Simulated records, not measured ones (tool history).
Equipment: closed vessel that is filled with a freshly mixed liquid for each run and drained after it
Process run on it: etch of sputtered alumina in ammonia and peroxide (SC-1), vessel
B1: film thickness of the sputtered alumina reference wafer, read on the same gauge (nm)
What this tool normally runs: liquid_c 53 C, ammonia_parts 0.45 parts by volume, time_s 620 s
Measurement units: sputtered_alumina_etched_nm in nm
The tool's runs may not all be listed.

{"run": 1, "hour": 0.0, "liquid_c": 53, "ammonia_parts": 0.45, "time_s": 620, "B1": 49.99, "sputtered_alumina_etched_nm": 39.88}
{"run": 2, "hour": 106.2, "liquid_c": 60, "ammonia_parts": 0.45, "time_s": 620, "B1": 50.04, "sputtered_alumina_etched_nm": 58.5}
{"run": 3, "hour": 183.2, "liquid_c": 60, "ammonia_parts": 0.45, "time_s": 620, "B1": 50.04, "sputtered_alumina_etched_nm": 58.84}
{"run": 4, "hour": 400.2, "liquid_c": 53, "ammonia_parts": 0.45, "time_s": 620, "B1": 49.99, "sputtered_alumina_etched_nm": 39.73}
{"run": 5, "hour": 505.9, "liquid_c": 53, "ammonia_parts": 0.45, "time_s": 620, "B1": 50.01, "sputtered_alumina_etched_nm": 39.71}
{"run": 6, "hour": 602.0, "liquid_c": 62, "ammonia_parts": 0.45, "time_s": 895, "B1": 49.99, "sputtered_alumina_etched_nm": 93.29}
{"run": 7, "hour": 661.8, "liquid_c": 57, "ammonia_parts": 0.35, "time_s": 330, "B1": 50.02, "sputtered_alumina_etched_nm": 25.54}
{"run": 8, "hour": 757.2, "liquid_c": 53, "ammonia_parts": 0.55, "time_s": 620, "B1": 50.04, "sputtered_alumina_etched_nm": 41.13}
{"run": 9, "hour": 855.5, "liquid_c": 53, "ammonia_parts": 0.45, "time_s": 620, "B1": 49.98, "sputtered_alumina_etched_nm": 39.75}
{"run": 10, "hour": 932.6, "liquid_c": 53, "ammonia_parts": 0.6, "time_s": 980, "B1": 49.98, "sputtered_alumina_etched_nm": 66.01}
{"run": 11, "hour": 1000.2, "liquid_c": 53, "ammonia_parts": 0.45, "time_s": 620, "B1": 50.01, "sputtered_alumina_etched_nm": 40.25}
{"run": 12, "hour": 1054.0, "liquid_c": 48.5, "ammonia_parts": 0.5, "time_s": 620, "B1": 50, "sputtered_alumina_etched_nm": 32.41}
{"run": 13, "hour": 1103.4, "liquid_c": 53, "ammonia_parts": 0.45, "time_s": 620, "B1": 50.02, "sputtered_alumina_etched_nm": 40.58}
{"run": 14, "hour": 1198.8, "liquid_c": 43, "ammonia_parts": 0.45, "time_s": 840, "B1": 50.01, "sputtered_alumina_etched_nm": 31.11}
{"run": 15, "hour": 1269.4, "liquid_c": 47.5, "ammonia_parts": 0.5, "time_s": 470, "B1": 50, "sputtered_alumina_etched_nm": 22.9}
{"run": 16, "hour": 1343.3, "liquid_c": 53, "ammonia_parts": 0.55, "time_s": 340, "B1": 50.01, "sputtered_alumina_etched_nm": 22.42}
{"run": 17, "hour": 1633.9, "liquid_c": 43.5, "ammonia_parts": 0.45, "time_s": 620, "B1": 49.99, "sputtered_alumina_etched_nm": 23.66}
{"run": 18, "hour": 1739.6, "liquid_c": 53, "ammonia_parts": 0.6, "time_s": 885, "B1": 49.96, "sputtered_alumina_etched_nm": 59.07}
{"run": 19, "hour": 1810.2, "liquid_c": 53, "ammonia_parts": 0.45, "time_s": 620, "B1": 50.02, "sputtered_alumina_etched_nm": 39.83}
{"run": 20, "hour": 1897.1, "liquid_c": 53, "ammonia_parts": 0.6, "time_s": 770, "B1": 49.97, "sputtered_alumina_etched_nm": 51.35}
{"run": 21, "hour": 1953.0, "liquid_c": 58, "ammonia_parts": 0.45, "time_s": 500, "B1": 49.94, "sputtered_alumina_etched_nm": 42.05}
{"run": 22, "hour": 2027.2, "liquid_c": 60, "ammonia_parts": 0.45, "time_s": 620, "B1": 50.03, "sputtered_alumina_etched_nm": 58.24}
{"run": 23, "hour": 2125.9, "liquid_c": 53, "ammonia_parts": 0.3, "time_s": 745, "B1": 49.99, "sputtered_alumina_etched_nm": 46.95}
{"run": 24, "hour": 2185.3, "liquid_c": 53, "ammonia_parts": 0.6, "time_s": 620, "B1": 49.99, "sputtered_alumina_etched_nm": 41.4}
{"run": 25, "hour": 2257.9, "liquid_c": 48.5, "ammonia_parts": 0.4, "time_s": 515, "B1": 50.04, "sputtered_alumina_etched_nm": 25.67}
{"run": 26, "hour": 2328.8, "liquid_c": 53, "ammonia_parts": 0.45, "time_s": 620, "B1": 50.05, "sputtered_alumina_etched_nm": 39.86}
{"run": 27, "hour": 2416.0, "liquid_c": 45.5, "ammonia_parts": 0.45, "time_s": 340, "B1": 49.98, "sputtered_alumina_etched_nm": 14.57}

Not shown: 5 entries that the log had between the listed runs. Between which runs, and how does the tool's hidden state differ before and after?
In the gap between runs 3 and 4: new drum of ammonia solution connected (hour 360.2)
  both runs share identical hidden conditions
In the gap between runs 4 and 5: gauge calibrated (hour 418.3)
  both runs share identical hidden conditions
In the gap between runs 14 and 15: thermometer replaced (hour 1203.1); ammonia flow meter replaced (hour 1268.9)
  both runs share identical hidden conditions
In the gap between runs 16 and 17: new drum of ammonia solution connected (hour 1474.6)
  both runs share identical hidden conditions
